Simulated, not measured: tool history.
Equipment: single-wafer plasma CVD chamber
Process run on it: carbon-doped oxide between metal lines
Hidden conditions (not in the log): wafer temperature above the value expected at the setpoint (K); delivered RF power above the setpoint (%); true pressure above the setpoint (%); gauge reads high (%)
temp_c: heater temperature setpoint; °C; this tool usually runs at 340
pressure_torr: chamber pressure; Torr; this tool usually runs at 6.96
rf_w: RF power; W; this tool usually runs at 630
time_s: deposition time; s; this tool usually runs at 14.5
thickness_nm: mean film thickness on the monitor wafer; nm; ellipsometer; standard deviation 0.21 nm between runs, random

run	hour	temp_c	pressure_torr	rf_w	time_s	wafers since the last listed run	hours since the last thermocouple change	hours since the last RF generator calibration	hours since the last manometer calibration	hours since the showerhead was replaced	hours since the gauge calibration	read-back reference wafer on the same gauge, thickness_nm	thickness_nm
1	0.0	340	6.96	630	15.4	0	2613.1	1887.5	1961.4	7826.6	175.8	75.001	98.154
2	22.1	340	6.96	630	15.4	339	2635.2	1909.6	1983.5	7848.7	197.9	75.127	98.329
3	41.1	340	6.96	630	16.6	292	2654.2	1928.6	2002.5	7867.7	216.9	75.025	105.101
4	63.7	340	6.96	630	16.6	347	2676.8	1951.2	2025.1	7890.3	239.5	74.923	105.413
5	87.5	340	6.96	630	14.5	366	2700.6	1975.0	2048.9	7914.1	263.3	74.792	91.929
6	109.0	340	6.96	630	14.5	330	2722.1	1996.5	2070.4	7935.6	284.8	74.781	91.988
7	136.8	340	6.96	630	14.5	427	2749.9	2024.3	2098.2	7963.4	312.6	74.617	92.001
8	167.2	343	6.96	630	12.7	467	2780.3	2054.7	2128.6	7993.8	343.0	74.718	79.912
9	189.9	343	6.96	630	12.7	349	2803.0	2077.4	2151.3	8016.5	365.7	74.594	79.632
10	210.3	340	6.96	630	14.5	313	2823.4	2097.8	2171.7	8036.9	386.1	74.427	91.576
# hour 234.2: gauge calibrated
11	272.7	340	6.96	630	14.5	959	2885.8	2160.2	2234.1	8099.3	38.5	75.529	93.445
# hour 289.2: thermocouple changed; heater temperature recalibrated
# hour 289.4: showerhead replaced
12	300.4	340	6.96	630	14.5	300	11.2	2187.9	2261.8	11.0	66.2	75.550	92.837
13	332.7	340	6.96	630	14.5	496	43.5	2220.2	2294.1	43.3	98.5	75.363	92.960
14	367.3	340	6.21	630	14.5	532	78.1	2254.8	2328.7	77.9	133.1	75.299	92.398
15	393.1	340	6.96	630	14.5	396	103.9	2280.6	2354.5	103.7	158.9	75.291	92.603
16	407.2	333	8.19	630	16.9	216	118.0	2294.7	2368.6	117.8	173.0	75.123	111.293

What will run 17 give?
17	429.2	344	5.36	630	14.5	338	140.0	2316.7	2390.6	139.8	195.0	?	?

read-back reference wafer on the same gauge, thickness_nm: 75.166
thickness_nm: 89.519 nm
The same run, on a tool lacking any hidden state, would have yielded thickness_nm 90.074 nm.
